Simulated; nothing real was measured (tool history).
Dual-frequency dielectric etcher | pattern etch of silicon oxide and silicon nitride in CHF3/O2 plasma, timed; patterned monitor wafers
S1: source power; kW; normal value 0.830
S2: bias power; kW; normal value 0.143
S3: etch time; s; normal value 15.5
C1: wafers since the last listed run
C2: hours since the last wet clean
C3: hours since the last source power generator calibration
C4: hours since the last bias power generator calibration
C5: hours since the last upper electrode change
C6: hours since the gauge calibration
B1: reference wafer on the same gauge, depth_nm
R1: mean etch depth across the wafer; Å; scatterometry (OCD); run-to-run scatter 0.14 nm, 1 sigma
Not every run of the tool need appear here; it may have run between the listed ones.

Run 1, hour 0.0: usual settings; C1 0; C2 199.3; C3 1727.0; C4 950.5; C5 1405.7; C6 2097.7; B1 26.18. Result: R1 247.1 Å.
Run 2, hour 83.2: usual settings; C1 1306; C2 282.5; C3 1810.2; C4 1033.7; C5 1488.9; C6 2180.9; B1 26.22. Result: R1 252.6 Å.
Run 3, hour 167.0: usual settings; C1 1316; C2 366.3; C3 1894.0; C4 1117.5; C5 1572.7; C6 2264.7; B1 26.22. Result: R1 251.2 Å.
Run 4, hour 257.1: usual settings; C1 1415; C2 456.4; C3 1984.1; C4 1207.6; C5 1662.8; C6 2354.8; B1 26.21. Result: R1 254.7 Å.
Run 5, hour 302.8: usual settings; C1 717; C2 502.1; C3 2029.8; C4 1253.3; C5 1708.5; C6 2400.5; B1 26.20. Result: R1 252.8 Å.
Run 6, hour 380.6: usual settings; C1 1221; C2 579.9; C3 2107.6; C4 1331.1; C5 1786.3; C6 2478.3; B1 26.21. Result: R1 254.6 Å.
Run 7, hour 427.5: usual settings but S1 0.660 kW, S2 0.124 kW; C1 736; C2 626.8; C3 2154.5; C4 1378.0; C5 1833.2; C6 2525.2; B1 26.21. Result: R1 217.0 Å.
At hour 481.3: upper electrode replaced.
At hour 498.8: wet clean of the chamber.
Run 8, hour 515.0: usual settings but S2 0.112 kW, S3 13.5 s; C1 721; C2 16.2; C3 2242.0; C4 1465.5; C5 33.7; C6 2612.7; B1 26.24. Result: R1 189.4 Å.
Run 9, hour 561.6: usual settings; C1 731; C2 62.8; C3 2288.6; C4 1512.1; C5 80.3; C6 2659.3; B1 26.17. Result: R1 243.4 Å.
At hour 580.9: gauge calibrated.
Run 10, hour 629.7: usual settings but S1 0.930 kW; C1 1069; C2 130.9; C3 2356.7; C4 1580.2; C5 148.4; C6 48.8; B1 26.18. Result: R1 258.3 Å.
Run 11, hour 774.6: usual settings but S1 0.920 kW, S2 0.118 kW, S3 20.0 s; C1 2275; C2 275.8; C3 2501.6; C4 1725.1; C5 293.3; C6 193.7; B1 26.23. Result: R1 306.3 Å.
Run 12, hour 828.7: usual settings but S2 0.115 kW; C1 849; C2 329.9; C3 2555.7; C4 1779.2; C5 347.4; C6 247.8; B1 26.15. Result: R1 224.4 Å.
Run 13, hour 877.7: usual settings but S2 0.118 kW; C1 769; C2 378.9; C3 2604.7; C4 1828.2; C5 396.4; C6 296.8; B1 26.23. Result: R1 229.8 Å.
At hour 900.6: source power generator calibrated.
Run 14, hour 918.3: usual settings but S1 0.920 kW, S2 0.172 kW, S3 13.5 s; C1 574; C2 419.5; C3 17.7; C4 1868.8; C5 437.0; C6 337.4; B1 26.23. Result: R1 247.9 Å.
Run 15, hour 955.9: usual settings but S2 0.177 kW; C1 590; C2 457.1; C3 55.3; C4 1906.4; C5 474.6; C6 375.0; B1 26.17. Result: R1 277.8 Å.
Run 16, hour 1029.1: usual settings; C1 1149; C2 530.3; C3 128.5; C4 1979.6; C5 547.8; C6 448.2; B1 26.20. Result: R1 252.5 Å.
Run 17, hour 1091.8: usual settings; C1 984; C2 593.0; C3 191.2; C4 2042.3; C5 610.5; C6 510.9; B1 26.15. Result: R1 253.0 Å.
Run 18, hour 1149.1: usual settings; C1 899; C2 650.3; C3 248.5; C4 2099.6; C5 667.8; C6 568.2; B1 26.19. Result: R1 254.8 Å.
At hour 1199.8: bias power generator calibrated.
At hour 1229.9: wet clean of the chamber.
Run 19, hour 1415.7: usual settings; C1 3747; C2 185.8; C3 515.1; C4 215.9; C5 934.4; C6 834.8; B1 26.17. Result: R1 250.0 Å.
Run 20, hour 1506.8: usual settings but S1 1.020 kW, S2 0.177 kW; C1 1430; C2 276.9; C3 606.2; C4 307.0; C5 1025.5; C6 925.9; B1 26.23. Result: R1 302.8 Å.
Run 21, hour 1555.5: usual settings but S1 0.720 kW, S3 17.0 s; C1 764; C2 325.6; C3 654.9; C4 355.7; C5 1074.2; C6 974.6; B1 26.23. Result: R1 260.5 Å.
Run 22, hour 1647.8: usual settings but S1 0.640 kW, S2 0.107 kW, S3 14.0 s; C1 1449; C2 417.9; C3 747.2; C4 448.0; C5 1166.5; C6 1066.9; B1 26.21. Result: R1 178.2 Å.
Run 23, hour 1750.8: usual settings; C1 1617; C2 520.9; C3 850.2; C4 551.0; C5 1269.5; C6 1169.9; B1 26.17. Result: R1 257.4 Å.
Run 24, hour 1845.7: usual settings but S1 0.690 kW, S2 0.169 kW; C1 1490; C2 615.8; C3 945.1; C4 645.9; C5 1364.4; C6 1264.8; B1 26.19. Result: R1 256.7 Å.
At hour 1965.3: wet clean of the chamber.
Run 25, hour 1965.8: usual settings; C1 1509; C2 0.5; C3 1065.2; C4 766.0; C5 1484.5; C6 1384.9; B1 26.21. Result: R1 247.6 Å.
Run 26, hour 2055.3: usual settings but S1 1.010 kW, S3 18.0 s; C1 1405; C2 90.0; C3 1154.7; C4 855.5; C5 1574.0; C6 1474.4; B1 26.19. Result: R1 311.5 Å.
Run 27, hour 2113.8: usual settings but S1 0.630 kW, S3 12.0 s; C1 918; C2 148.5; C3 1213.2; C4 914.0; C5 1632.5; C6 1532.9; B1 26.28. Result: R1 171.2 Å.
Run 28, hour 2182.4: usual settings but S2 0.116 kW; C1 1077; C2 217.1; C3 1281.8; C4 982.6; C5 1701.1; C6 1601.5; B1 26.21. Result: R1 225.9 Å.
Run 29, hour 2226.6: usual settings but S1 0.660 kW, S3 12.5 s; C1 694; C2 261.3; C3 1326.0; C4 1026.8; C5 1745.3; C6 1645.7; B1 26.22. Result: R1 183.4 Å.

Branching from run 29: 4 alternative next runs. What would each branch give?
Run A, hour 2227.0: usual settings but S3 13.0 s; C1 6; C2 261.7; C3 1326.4; C4 1027.2; C5 1745.7; C6 1646.1; B1 ?. Result: R1 ?.
Run B, hour 2227.0: usual settings but S2 0.108 kW, S3 14.0 s; C1 6; C2 261.7; C3 1326.4; C4 1027.2; C5 1745.7; C6 1646.1; B1 ?. Result: R1 ?.
Run C, hour 2227.0: usual settings but S1 1.020 kW, S2 0.129 kW, S3 17.0 s; C1 6; C2 261.7; C3 1326.4; C4 1027.2; C5 1745.7; C6 1646.1; B1 ?. Result: R1 ?.
Run D, hour 2227.0: usual settings but S1 0.960 kW, S2 0.129 kW, S3 12.0 s; C1 6; C2 261.7; C3 1326.4; C4 1027.2; C5 1745.7; C6 1646.1; B1 ?. Result: R1 ?.

run     B1     R1
  A  26.22  211.5
  B  26.22  199.4
  C  26.22  288.1
  D  26.22  198.1
Without the tool's hidden state the same runs would have given:
run     R1
  A  206.7
  B  194.8
  C  281.5
  D  193.6
